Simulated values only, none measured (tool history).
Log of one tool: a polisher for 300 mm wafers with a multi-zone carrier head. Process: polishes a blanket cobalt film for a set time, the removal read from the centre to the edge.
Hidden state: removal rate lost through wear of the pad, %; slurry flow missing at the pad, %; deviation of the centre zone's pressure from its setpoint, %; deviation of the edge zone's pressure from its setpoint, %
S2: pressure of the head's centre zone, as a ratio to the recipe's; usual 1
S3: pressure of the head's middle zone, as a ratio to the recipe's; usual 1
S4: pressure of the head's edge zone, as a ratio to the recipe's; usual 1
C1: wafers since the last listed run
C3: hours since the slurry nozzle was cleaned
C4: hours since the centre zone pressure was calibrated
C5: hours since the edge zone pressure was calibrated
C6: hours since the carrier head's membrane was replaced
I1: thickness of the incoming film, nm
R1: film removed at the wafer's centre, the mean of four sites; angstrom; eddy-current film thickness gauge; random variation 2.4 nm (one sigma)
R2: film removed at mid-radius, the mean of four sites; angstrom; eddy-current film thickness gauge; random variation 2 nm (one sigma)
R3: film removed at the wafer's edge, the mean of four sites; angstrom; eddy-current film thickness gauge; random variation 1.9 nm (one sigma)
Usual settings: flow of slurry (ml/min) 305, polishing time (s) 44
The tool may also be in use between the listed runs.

Run 1, hour 0: usual settings but S3 1.08; C1 0; wafers polished on this pad 96; C3 303.1; C4 738.5; C5 679; C6 1387.4; I1 1436.3. Result: R1 2585 angstrom, R2 2868 angstrom, R3 2623 angstrom.
Run 2, hour 16.5: usual settings; C1 138; wafers polished on this pad 234; C3 319.6; C4 755; C5 695.5; C6 1403.9; I1 1419.4. Result: R1 2525 angstrom, R2 2541 angstrom, R3 2524 angstrom.
Run 3, hour 39.7: usual settings; C1 194; wafers polished on this pad 429; C3 342.8; C4 778.2; C5 718.7; C6 1427.1; I1 1421.2. Result: R1 2474 angstrom, R2 2500 angstrom, R3 2446 angstrom.
Run 4, hour 61.6: usual settings; C1 184; wafers polished on this pad 613; C3 364.7; C4 800.1; C5 740.6; C6 1449; I1 1420.6. Result: R1 2419 angstrom, R2 2458 angstrom, R3 2443 angstrom.
Run 5, hour 90.2: usual settings; C1 240; wafers polished on this pad 854; C3 393.3; C4 828.7; C5 769.2; C6 1477.6; I1 1465.4. Result: R1 2371 angstrom, R2 2447 angstrom, R3 2398 angstrom.
Run 6, hour 103.8: usual settings but S4 0.93, polishing time (s) 49; C1 114; wafers polished on this pad 968; C3 406.9; C4 842.3; C5 782.8; C6 1491.2; I1 1452.5. Result: R1 2652 angstrom, R2 2745 angstrom, R3 2546 angstrom.
At hour 113.4: slurry nozzle cleaned.
Run 7, hour 119.9: usual settings; C1 126; wafers polished on this pad 1095; C3 6.5; C4 858.4; C5 798.9; C6 1507.3; I1 1440.9. Result: R1 2345 angstrom, R2 2437 angstrom, R3 2421 angstrom.
At hour 125: worn pad replaced by a new one.
Run 8, hour 148.1: usual settings; C1 203; wafers polished on this pad 193; C3 34.7; C4 886.6; C5 827.1; C6 1535.5; I1 1432.8. Result: R1 2508 angstrom, R2 2578 angstrom, R3 2535 angstrom.
Run 9, hour 166.8: usual settings; C1 157; wafers polished on this pad 351; C3 53.4; C4 905.3; C5 845.8; C6 1554.2; I1 1421.9. Result: R1 2435 angstrom, R2 2541 angstrom, R3 2482 angstrom.
Run 10, hour 199.7: usual settings but flow of slurry (ml/min) 245, S2 0.92, S3 0.96; C1 276; wafers polished on this pad 627; C3 86.3; C4 938.2; C5 878.7; C6 1587.1; I1 1444.5. Result: R1 2134 angstrom, R2 2318 angstrom, R3 2382 angstrom.
At hour 217.9: carrier head's membrane replaced by a new one.
Run 11, hour 218.4: usual settings but S4 1.11; C1 115; wafers polished on this pad 742; C3 105; C4 956.9; C5 897.4; C6 0.5; I1 1456.1. Result: R1 2356 angstrom, R2 2443 angstrom, R3 2531 angstrom.
At hour 229.7: centre zone pressure recalibrated.
At hour 241.1: worn pad replaced by a new one.
Run 12, hour 242.2: usual settings but flow of slurry (ml/min) 365, S3 0.96; C1 149; wafers polished on this pad 9; C3 128.8; C4 12.5; C5 921.2; C6 24.3; I1 1419.6. Result: R1 2686 angstrom, R2 2639 angstrom, R3 2696 angstrom.
At hour 249.3: edge zone pressure recalibrated.
Run 13, hour 266: usual settings; C1 183; wafers polished on this pad 192; C3 152.6; C4 36.3; C5 16.7; C6 48.1; I1 1444.7. Result: R1 2482 angstrom, R2 2532 angstrom, R3 2540 angstrom.
Run 14, hour 296.6: usual settings but S2 1.09, polishing time (s) 32; C1 257; wafers polished on this pad 449; C3 183.2; C4 66.9; C5 47.3; C6 78.7; I1 1421.9. Result: R1 1903 angstrom, R2 1812 angstrom, R3 1769 angstrom.
Run 15, hour 310.7: usual settings but S4 1.06, polishing time (s) 54; C1 118; wafers polished on this pad 567; C3 197.3; C4 81; C5 61.4; C6 92.8; I1 1446.6. Result: R1 2921 angstrom, R2 2999 angstrom, R3 3022 angstrom.
Run 16, hour 326.5: usual settings but flow of slurry (ml/min) 240, S4 0.94; C1 132; wafers polished on this pad 700; C3 213.1; C4 96.8; C5 77.2; C6 108.6; I1 1429.1. Result: R1 2318 angstrom, R2 2331 angstrom, R3 2229 angstrom.
At hour 353.2: worn pad replaced by a new one.
Run 17, hour 355.1: usual settings but S3 1.11, S4 0.9; C1 206; wafers polished on this pad 15; C3 241.7; C4 125.4; C5 105.8; C6 137.2; I1 1425.9. Result: R1 2630 angstrom, R2 2937 angstrom, R3 2542 angstrom.
Run 18, hour 377.9: usual settings; C1 191; wafers polished on this pad 207; C3 264.5; C4 148.2; C5 128.6; C6 160; I1 1436.4. Result: R1 2513 angstrom, R2 2596 angstrom, R3 2549 angstrom.

Measured less the same run without the tool's hidden state. The same run-to-run variation is in both; the gauge's scatter may not be:
run    R1    R2    R3
  1  -102  -114  -104
  2  -186  -187  -186
  3  -259  -262  -257
  4  -296  -301  -299
  5  -320  -331  -324
  6  -368  -381  -353
  7  -332  -345  -342
  8  -160  -163  -161
  9  -225  -236  -230
 10  -260  -283  -291
 11  -308  -319  -331
 12   -70   -68   -70
 13  -209  -213  -214
 14  -240  -229  -224
 15  -403  -414  -417
 16  -340  -343  -328
 17   -45   -51   -44
 18  -179  -186  -182

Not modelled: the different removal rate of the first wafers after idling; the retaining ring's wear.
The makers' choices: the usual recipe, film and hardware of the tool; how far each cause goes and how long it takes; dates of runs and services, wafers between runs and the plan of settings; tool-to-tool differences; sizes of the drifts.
